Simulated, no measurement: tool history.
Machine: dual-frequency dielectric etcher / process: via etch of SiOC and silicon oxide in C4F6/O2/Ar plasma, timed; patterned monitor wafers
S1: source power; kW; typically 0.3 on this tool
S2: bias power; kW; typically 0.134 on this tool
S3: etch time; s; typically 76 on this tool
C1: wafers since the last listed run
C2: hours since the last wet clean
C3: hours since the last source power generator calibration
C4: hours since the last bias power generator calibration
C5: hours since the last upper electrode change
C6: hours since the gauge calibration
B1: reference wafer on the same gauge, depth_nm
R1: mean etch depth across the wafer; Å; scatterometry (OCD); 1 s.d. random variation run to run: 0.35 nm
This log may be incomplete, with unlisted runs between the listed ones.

Run 1, hour 0: usual settings but S1 0.36 kW; C1 0; C2 242; C3 3223.7; C4 2748; C5 1001.6; C6 420.2; B1 64.2. Result: R1 724 Å.
Run 2, hour 38.5: usual settings but S1 0.36 kW; C1 370; C2 280.5; C3 3262.2; C4 2786.5; C5 1040.1; C6 458.7; B1 64.4. Result: R1 727 Å.
Run 3, hour 90: usual settings but S1 0.36 kW; C1 495; C2 332; C3 3313.7; C4 2838; C5 1091.6; C6 510.2; B1 64.3. Result: R1 721 Å.
Run 4, hour 115.7: usual settings but S2 0.158 kW; C1 247; C2 357.7; C3 3339.4; C4 2863.7; C5 1117.3; C6 535.9; B1 64.5. Result: R1 718 Å.
Run 5, hour 166.6: usual settings but S2 0.158 kW; C1 490; C2 408.6; C3 3390.3; C4 2914.6; C5 1168.2; C6 586.8; B1 64.7. Result: R1 723 Å.
Run 6, hour 227.2: usual settings but S2 0.158 kW; C1 583; C2 469.2; C3 3450.9; C4 2975.2; C5 1228.8; C6 647.4; B1 64.7. Result: R1 730 Å.
Run 7, hour 255.3: usual settings but S1 0.25 kW; C1 270; C2 497.3; C3 3479; C4 3003.3; C5 1256.9; C6 675.5; B1 64.6. Result: R1 646 Å.
Run 8, hour 299.4: usual settings but S1 0.25 kW; C1 424; C2 541.4; C3 3523.1; C4 3047.4; C5 1301; C6 719.6; B1 64.9. Result: R1 647 Å.
At hour 363.6: wet clean of the chamber.
Run 9, hour 364.1: usual settings but S1 0.25 kW; C1 391; C2 0.5; C3 3587.8; C4 3112.1; C5 1365.7; C6 784.3; B1 65.1. Result: R1 642 Å.
Run 10, hour 396.4: usual settings but S1 0.27 kW; C1 310; C2 32.8; C3 3620.1; C4 3144.4; C5 1398; C6 816.6; B1 65.1. Result: R1 666 Å.
Run 11, hour 433.5: usual settings but S1 0.27 kW; C1 357; C2 69.9; C3 3657.2; C4 3181.5; C5 1435.1; C6 853.7; B1 65.1. Result: R1 666 Å.
Run 12, hour 460.4: usual settings but S1 0.35 kW; C1 258; C2 96.8; C3 3684.1; C4 3208.4; C5 1462; C6 880.6; B1 65.2. Result: R1 724 Å.
Run 13, hour 498.8: usual settings but S1 0.35 kW; C1 369; C2 135.2; C3 3722.5; C4 3246.8; C5 1500.4; C6 919; B1 65.2. Result: R1 719 Å.
Run 14, hour 552.4: usual settings but S1 0.35 kW; C1 516; C2 188.8; C3 3776.1; C4 3300.4; C5 1554; C6 972.6; B1 65.2. Result: R1 721 Å.
Run 15, hour 604.7: usual settings but S2 0.166 kW; C1 503; C2 241.1; C3 3828.4; C4 3352.7; C5 1606.3; C6 1024.9; B1 65. Result: R1 746 Å.
Run 16, hour 632.3: usual settings but S1 0.38 kW, S2 0.122 kW; C1 265; C2 268.7; C3 3856; C4 3380.3; C5 1633.9; C6 1052.5; B1 65.2. Result: R1 733 Å.
At hour 642.8: bias power generator calibrated.
Run 17, hour 694.6: usual settings; C1 561; C2 331; C3 3918.3; C4 51.8; C5 1696.2; C6 1114.8; B1 65.4. Result: R1 690 Å.
Run 18, hour 759.3: usual settings but S2 0.151 kW; C1 622; C2 395.7; C3 3983; C4 116.5; C5 1760.9; C6 1179.5; B1 65.5. Result: R1 719 Å.
At hour 796.1: gauge calibrated.
Run 19, hour 808.8: usual settings but S1 0.25 kW, S3 68.5 s; C1 476; C2 445.2; C3 4032.5; C4 166; C5 1810.4; C6 12.7; B1 61.3. Result: R1 545 Å.
Run 20, hour 863.6: usual settings but S2 0.112 kW; C1 527; C2 500; C3 4087.3; C4 220.8; C5 1865.2; C6 67.5; B1 61.4. Result: R1 621 Å.
At hour 887.9: source power generator calibrated.
Run 21, hour 932.2: usual settings but S1 0.36 kW, S2 0.152 kW, S3 56.5 s; C1 621; C2 568.6; C3 44.3; C4 289.4; C5 1933.8; C6 136.1; B1 62. Result: R1 539 Å.
At hour 961: upper electrode replaced.
Run 22, hour 971.3: usual settings but S1 0.37 kW, S2 0.102 kW, S3 90.5 s; C1 145; C2 607.7; C3 83.4; C4 328.5; C5 10.3; C6 175.2; B1 62.1. Result: R1 779 Å.
At hour 998.6: wet clean of the chamber.
Run 23, hour 1007.5: usual settings; C1 117; C2 8.9; C3 119.6; C4 364.7; C5 46.5; C6 211.4; B1 62.3. Result: R1 656 Å.
Run 24, hour 1034.7: usual settings; C1 261; C2 36.1; C3 146.8; C4 391.9; C5 73.7; C6 238.6; B1 62.4. Result: R1 665 Å.
Run 25, hour 1103.9: usual settings but S2 0.119 kW, S3 59.5 s; C1 666; C2 105.3; C3 216; C4 461.1; C5 142.9; C6 307.8; B1 62.6. Result: R1 505 Å.
Run 26, hour 1150.3: usual settings but S1 0.26 kW, S2 0.117 kW, S3 55.5 s; C1 446; C2 151.7; C3 262.4; C4 507.5; C5 189.3; C6 354.2; B1 62.9. Result: R1 442 Å.
Run 27, hour 1197.9: usual settings but S1 0.26 kW, S2 0.124 kW; C1 458; C2 199.3; C3 310; C4 555.1; C5 236.9; C6 401.8; B1 63.1. Result: R1 618 Å.
Run 28, hour 1242.4: usual settings but S1 0.37 kW, S2 0.102 kW, S3 95 s; C1 428; C2 243.8; C3 354.5; C4 599.6; C5 281.4; C6 446.3; B1 63.1. Result: R1 828 Å.
Run 29, hour 1277.5: usual settings but S2 0.149 kW; C1 337; C2 278.9; C3 389.6; C4 634.7; C5 316.5; C6 481.4; B1 63.5. Result: R1 695 Å.

A few steps of R1 between consecutive runs. Split each: what settings, incoming material and random variation would produce without the hidden state, and what is left over for the hidden state, along with gauge scatter present in only one of the two compared results (measured, and without hidden state):
Hidden state at play: etch rate over this chamber's usual, %; source power that arrives over what is set, %; bias power that arrives over what is set, %; gauge reads high (%).
Run 18 -> 19: S1 0.3 -> 0.25, S2 0.151 -> 0.134, S3 76 -> 68.5, gauge calibrated. R1 -174 Å: hidden state -46, all else -128.
Run 21 -> 22: S1 0.36 -> 0.37, S2 0.152 -> 0.102, S3 56.5 -> 90.5, upper electrode replaced. R1 +240 Å: hidden state +5, all else +235.
Run 26 -> 27: S2 0.117 -> 0.124, S3 55.5 -> 76. R1 +176 Å: hidden state +6, all else +170.
Run 27 -> 28: S1 0.26 -> 0.37, S2 0.124 -> 0.102, S3 76 -> 95. R1 +210 Å: hidden state +6, all else +204.
